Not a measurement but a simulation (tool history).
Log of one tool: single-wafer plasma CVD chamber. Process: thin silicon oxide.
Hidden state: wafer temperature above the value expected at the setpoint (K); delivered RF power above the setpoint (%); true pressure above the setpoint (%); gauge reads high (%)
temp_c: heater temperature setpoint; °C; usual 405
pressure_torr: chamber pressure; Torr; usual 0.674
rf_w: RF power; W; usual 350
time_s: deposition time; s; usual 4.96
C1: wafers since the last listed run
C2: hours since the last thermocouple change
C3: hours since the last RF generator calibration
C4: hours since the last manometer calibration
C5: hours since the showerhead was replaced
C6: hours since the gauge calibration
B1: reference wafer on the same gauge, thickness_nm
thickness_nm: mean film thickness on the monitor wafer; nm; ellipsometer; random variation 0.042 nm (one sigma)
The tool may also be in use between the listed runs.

{"run": 1, "hour": 0.0, "temp_c": 405, "pressure_torr": 0.674, "rf_w": 350, "time_s": 4.96, "C1": 0, "C2": 1010.1, "C3": 922, "C4": 567.7, "C5": 5112.1, "C6": 143.8, "B1": 6.374, "thickness_nm": 7.88}
{"run": 2, "hour": 39.3, "temp_c": 405, "pressure_torr": 0.674, "rf_w": 350, "time_s": 4.96, "C1": 1064, "C2": 1049.4, "C3": 961.3, "C4": 607, "C5": 5151.4, "C6": 183.1, "B1": 6.359, "thickness_nm": 7.997}
{"run": 3, "hour": 69.2, "temp_c": 405, "pressure_torr": 0.674, "rf_w": 350, "time_s": 4.96, "C1": 810, "C2": 1079.3, "C3": 991.2, "C4": 636.9, "C5": 5181.3, "C6": 213, "B1": 6.368, "thickness_nm": 7.951}
{"run": 4, "hour": 117.8, "temp_c": 405, "pressure_torr": 0.674, "rf_w": 350, "time_s": 4.96, "C1": 1316, "C2": 1127.9, "C3": 1039.8, "C4": 685.5, "C5": 5229.9, "C6": 261.6, "B1": 6.345, "thickness_nm": 7.906}
{"run": 5, "hour": 173.1, "temp_c": 405, "pressure_torr": 0.674, "rf_w": 350, "time_s": 4.96, "C1": 1498, "C2": 1183.2, "C3": 1095.1, "C4": 740.8, "C5": 5285.2, "C6": 316.9, "B1": 6.33, "thickness_nm": 7.93}
{"hour": 203.9, "done": "thermocouple changed; heater temperature recalibrated"}
{"hour": 257.6, "done": "RF generator calibrated"}
{"run": 6, "hour": 297.9, "temp_c": 405, "pressure_torr": 0.674, "rf_w": 350, "time_s": 4.96, "C1": 2948, "C2": 94, "C3": 40.3, "C4": 865.6, "C5": 5410, "C6": 441.7, "B1": 6.295, "thickness_nm": 7.837}
{"run": 7, "hour": 355.7, "temp_c": 397, "pressure_torr": 0.674, "rf_w": 350, "time_s": 4.96, "C1": 1566, "C2": 151.8, "C3": 98.1, "C4": 923.4, "C5": 5467.8, "C6": 499.5, "B1": 6.277, "thickness_nm": 7.872}
{"hour": 375.1, "done": "capacitance manometer re-zeroed and calibrated"}
{"run": 8, "hour": 406.3, "temp_c": 415, "pressure_torr": 0.726, "rf_w": 370, "time_s": 5.48, "C1": 1154, "C2": 202.4, "C3": 148.7, "C4": 31.2, "C5": 5518.4, "C6": 550.1, "B1": 6.253, "thickness_nm": 9.36}
{"hour": 434.9, "done": "showerhead replaced"}
{"run": 9, "hour": 471.4, "temp_c": 398, "pressure_torr": 0.796, "rf_w": 310, "time_s": 4.5, "C1": 1547, "C2": 267.5, "C3": 213.8, "C4": 96.3, "C5": 36.5, "C6": 615.2, "B1": 6.229, "thickness_nm": 7.872}
{"run": 10, "hour": 497.5, "temp_c": 405, "pressure_torr": 0.674, "rf_w": 350, "time_s": 4.96, "C1": 707, "C2": 293.6, "C3": 239.9, "C4": 122.4, "C5": 62.6, "C6": 641.3, "B1": 6.209, "thickness_nm": 7.765}
{"hour": 500.0, "done": "gauge calibrated"}
{"run": 11, "hour": 527.6, "temp_c": 419, "pressure_torr": 0.674, "rf_w": 310, "time_s": 4.96, "C1": 815, "C2": 323.7, "C3": 270, "C4": 152.5, "C5": 92.7, "C6": 27.6, "B1": 6.353, "thickness_nm": 7.494}
{"run": 12, "hour": 586.0, "temp_c": 414, "pressure_torr": 0.516, "rf_w": 320, "time_s": 4.96, "C1": 1582, "C2": 382.1, "C3": 328.4, "C4": 210.9, "C5": 151.1, "C6": 86, "B1": 6.362, "thickness_nm": 5.819}
{"run": 13, "hour": 632.0, "temp_c": 405, "pressure_torr": 0.674, "rf_w": 350, "time_s": 5.84, "C1": 1246, "C2": 428.1, "C3": 374.4, "C4": 256.9, "C5": 197.1, "C6": 132, "B1": 6.353, "thickness_nm": 9.292}
{"run": 14, "hour": 674.4, "temp_c": 405, "pressure_torr": 0.674, "rf_w": 350, "time_s": 4.96, "C1": 1148, "C2": 470.5, "C3": 416.8, "C4": 299.3, "C5": 239.5, "C6": 174.4, "B1": 6.356, "thickness_nm": 7.842}

Hidden state or all else? Some run-to-run changes of thickness_nm, split into what the settings, what came in and random variation would give without the hidden state, and what is left for the hidden state (with any gauge scatter that isn't in both results):
Run 10 -> 11: temp_c 405 -> 419, rf_w 350 -> 310, gauge calibrated. thickness_nm -0.271 nm: hidden state +0.19, all else -0.461.
Run 12 -> 13: temp_c 414 -> 405, pressure_torr 0.516 -> 0.674, rf_w 320 -> 350, time_s 4.96 -> 5.84. thickness_nm +3.473 nm: hidden state -0.013, all else +3.486.
